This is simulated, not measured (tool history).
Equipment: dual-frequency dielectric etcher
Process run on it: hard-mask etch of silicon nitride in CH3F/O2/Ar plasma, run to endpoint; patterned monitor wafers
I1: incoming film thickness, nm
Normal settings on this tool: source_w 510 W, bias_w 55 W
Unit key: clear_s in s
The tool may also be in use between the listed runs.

{"run": 1, "hour": 0.0, "source_w": 510, "bias_w": 64, "I1": 32.84, "clear_s": 46.3}
{"run": 2, "hour": 70.9, "source_w": 510, "bias_w": 64, "I1": 33.13, "clear_s": 47.1}
{"hour": 100.2, "done": "wet clean of the chamber"}
{"run": 3, "hour": 100.7, "source_w": 510, "bias_w": 55, "I1": 32.72, "clear_s": 47}
{"run": 4, "hour": 142.3, "source_w": 510, "bias_w": 45, "I1": 33.04, "clear_s": 50.4}
{"run": 5, "hour": 193.6, "source_w": 510, "bias_w": 45, "I1": 33, "clear_s": 50.5}
{"run": 6, "hour": 251.4, "source_w": 480, "bias_w": 48, "I1": 32.97, "clear_s": 51}
{"run": 7, "hour": 287.2, "source_w": 480, "bias_w": 48, "I1": 33.06, "clear_s": 50.9}
{"run": 8, "hour": 315.1, "source_w": 480, "bias_w": 48, "I1": 32.95, "clear_s": 51.1}
{"run": 9, "hour": 396.3, "source_w": 510, "bias_w": 55, "I1": 33.04, "clear_s": 49}
{"run": 10, "hour": 422.2, "source_w": 510, "bias_w": 55, "I1": 32.98, "clear_s": 48.7}
{"hour": 510.6, "done": "wet clean of the chamber"}
{"run": 11, "hour": 598.4, "source_w": 510, "bias_w": 59, "I1": 33.12, "clear_s": 47.1}
{"hour": 627.6, "done": "upper electrode replaced"}
{"run": 12, "hour": 647.8, "source_w": 510, "bias_w": 55, "I1": 32.85, "clear_s": 48.5}
{"run": 13, "hour": 683.3, "source_w": 610, "bias_w": 48, "I1": 32.94, "clear_s": 47.8}
{"run": 14, "hour": 710.8, "source_w": 610, "bias_w": 48, "I1": 32.84, "clear_s": 47.7}
{"run": 15, "hour": 741.1, "source_w": 560, "bias_w": 55, "I1": 33.32, "clear_s": 48}
{"run": 16, "hour": 834.8, "source_w": 560, "bias_w": 55, "I1": 32.96, "clear_s": 48}
{"hour": 865.0, "done": "wet clean of the chamber"}
{"run": 17, "hour": 865.5, "source_w": 510, "bias_w": 55, "I1": 33.16, "clear_s": 47.1}
{"run": 18, "hour": 931.2, "source_w": 510, "bias_w": 55, "I1": 33.08, "clear_s": 47.6}
{"run": 19, "hour": 1001.4, "source_w": 610, "bias_w": 48, "I1": 33.13, "clear_s": 47}
{"run": 20, "hour": 1072.8, "source_w": 480, "bias_w": 48, "I1": 33.05, "clear_s": 51.2}
{"hour": 1089.0, "done": "source power generator calibrated"}
{"run": 21, "hour": 1133.6, "source_w": 460, "bias_w": 59, "I1": 32.76, "clear_s": 48.6}
{"run": 22, "hour": 1173.4, "source_w": 460, "bias_w": 55, "I1": 33.07, "clear_s": 50.2}
{"hour": 1241.1, "done": "wet clean of the chamber"}
{"run": 23, "hour": 1241.6, "source_w": 480, "bias_w": 42, "I1": 33.03, "clear_s": 52}
{"run": 24, "hour": 1275.5, "source_w": 510, "bias_w": 47, "I1": 33.16, "clear_s": 49.9}
{"run": 25, "hour": 1321.8, "source_w": 390, "bias_w": 55, "I1": 32.94, "clear_s": 51.4}
{"run": 26, "hour": 1373.0, "source_w": 430, "bias_w": 55, "I1": 33.1, "clear_s": 50.8}
{"run": 27, "hour": 1409.4, "source_w": 400, "bias_w": 42, "I1": 32.82, "clear_s": 55.3}

Forecast run 28:
{"hour": 1439.7, "done": "bias power generator calibrated"}
{"run": 28, "hour": 1455.6, "source_w": 510, "bias_w": 68, "I1": 33.31, "clear_s": "?"}

Run 28 produced clear_s 45.5 s.
Minus the tool's unlogged condition, the same run would have read clear_s 44.4 s.
